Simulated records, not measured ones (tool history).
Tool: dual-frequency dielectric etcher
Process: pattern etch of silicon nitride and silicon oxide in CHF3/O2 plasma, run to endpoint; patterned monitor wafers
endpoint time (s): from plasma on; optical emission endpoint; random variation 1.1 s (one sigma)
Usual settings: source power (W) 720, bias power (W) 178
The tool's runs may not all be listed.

run,day,source power (W),bias power (W),wafers since the last listed run,hours since the last wet clean,hours since the last source power generator calibration,hours since the last bias power generator calibration,hours since the last upper electrode change,"incoming incoming film thickness, nm",endpoint time (s)
1,0.000,720,161,0,589.2,3125.4,978.1,3014.2,322.2,205.0
# day 1.392: wet clean of the chamber
2,2.217,720,178,244,19.8,3178.6,1031.3,3067.4,325.3,203.0
3,4.283,720,178,414,69.4,3228.2,1080.9,3117.0,321.0,200.5
4,7.425,720,178,630,144.8,3303.6,1156.3,3192.4,324.2,201.4
5,11.446,720,178,807,241.3,3400.1,1252.8,3288.9,324.5,202.3
6,15.396,760,178,792,336.1,3494.9,1347.6,3383.7,322.9,198.2
7,17.279,760,178,378,381.3,3540.1,1392.8,3428.9,326.6,197.8
8,21.150,760,178,777,474.2,3633.0,1485.7,3521.8,326.6,198.9
9,23.442,720,178,460,529.2,3688.0,1540.7,3576.8,323.8,203.4
# day 25.204: wet clean of the chamber
10,25.225,720,178,157,0.5,3730.8,1583.5,3619.6,323.5,203.5
11,29.342,720,156,826,99.3,3829.6,1682.3,3718.4,322.3,207.2
# day 32.804: upper electrode replaced
12,32.825,820,178,498,182.9,3913.2,1765.9,0.5,326.7,195.1
13,35.596,820,178,556,249.4,3979.7,1832.4,67.0,324.2,190.2
14,39.688,860,169,821,347.6,4077.9,1930.6,165.2,324.2,191.2
15,42.933,860,169,651,425.5,4155.8,2008.5,243.1,319.8,186.9
16,46.025,630,178,620,499.7,4230.0,2082.7,317.3,324.5,217.8
17,49.254,720,178,648,577.2,4307.5,2160.2,394.8,323.0,205.3
# day 50.733: source power generator calibrated
# day 54.775: wet clean of the chamber
18,62.000,720,178,2324,173.4,270.4,2466.1,700.7,321.0,197.2
19,65.229,570,148,648,250.9,347.9,2543.6,778.2,326.1,234.6
# day 71.638: bias power generator calibrated
20,71.658,860,178,1257,405.2,502.2,0.5,932.5,320.8,181.7
21,74.962,770,145,663,484.5,581.5,79.8,1011.8,325.0,201.4
22,77.171,830,206,443,537.5,634.5,132.8,1064.8,325.3,182.2
# day 78.208: wet clean of the chamber
23,80.092,720,197,385,45.2,704.6,202.9,1134.9,324.4,198.1
24,83.729,640,178,730,132.5,791.9,290.2,1222.2,327.9,216.7
25,85.300,720,178,315,170.2,829.6,327.9,1259.9,321.7,198.7
26,88.429,720,161,628,245.3,904.7,403.0,1335.0,319.1,200.0
27,91.933,660,210,703,329.4,988.8,487.1,1419.1,326.9,206.2
28,96.392,600,212,895,436.4,1095.8,594.1,1526.1,324.1,211.1
29,98.792,720,178,481,494.0,1153.4,651.7,1583.7,324.6,200.0
30,101.754,720,178,594,565.1,1224.5,722.8,1654.8,321.6,199.6
31,105.512,870,205,754,655.3,1314.7,813.0,1745.0,324.3,177.8
# day 107.971: wet clean of the chamber
32,107.992,590,203,296,0.5,1374.2,872.5,1804.5,326.4,217.1
33,117.758,720,178,1960,234.9,1608.6,1106.9,2038.9,324.8,198.9
34,119.908,670,203,431,286.5,1660.2,1158.5,2090.5,326.5,204.5
35,123.479,580,178,716,372.2,1745.9,1244.2,2176.2,323.3,223.4

Hidden state at the last listed run before each entry between runs and at the first one after, where it differs:
Between runs 1 and 2: wet clean of the chamber (day 1.392)
  source power that arrives over what is set, %: -2.82 -> -2.92
  measured less the result without the state, endpoint time (s): +2.8 -> +2.9
Between runs 9 and 10: wet clean of the chamber (day 25.204)
  source power that arrives over what is set, %: -4.01 -> -4.11
  measured less the result without the state, endpoint time (s): +4.1 -> +4.1
Between runs 11 and 12: upper electrode replaced (day 32.804)
  source power that arrives over what is set, %: -4.34 -> -4.54
  measured less the result without the state, endpoint time (s): +4.5 -> +4.4
Between runs 17 and 18: source power generator calibrated (day 50.733); wet clean of the chamber (day 54.775)
  source power that arrives over what is set, %: -5.55 -> -0.409
  measured less the result without the state, endpoint time (s): +5.7 -> +0.4
Between runs 19 and 20: bias power generator calibrated (day 71.638)
  source power that arrives over what is set, %: -0.424 -> -0.464
  measured less the result without the state, endpoint time (s): +0.5 -> +0.4
Between runs 22 and 23: wet clean of the chamber (day 78.208)
  source power that arrives over what is set, %: -0.511 -> -0.54
  measured less the result without the state, endpoint time (s): +0.5 -> +0.5
Between runs 31 and 32: wet clean of the chamber (day 107.971)
  source power that arrives over what is set, %: -0.924 -> -0.973
  measured less the result without the state, endpoint time (s): +0.8 -> +1.0
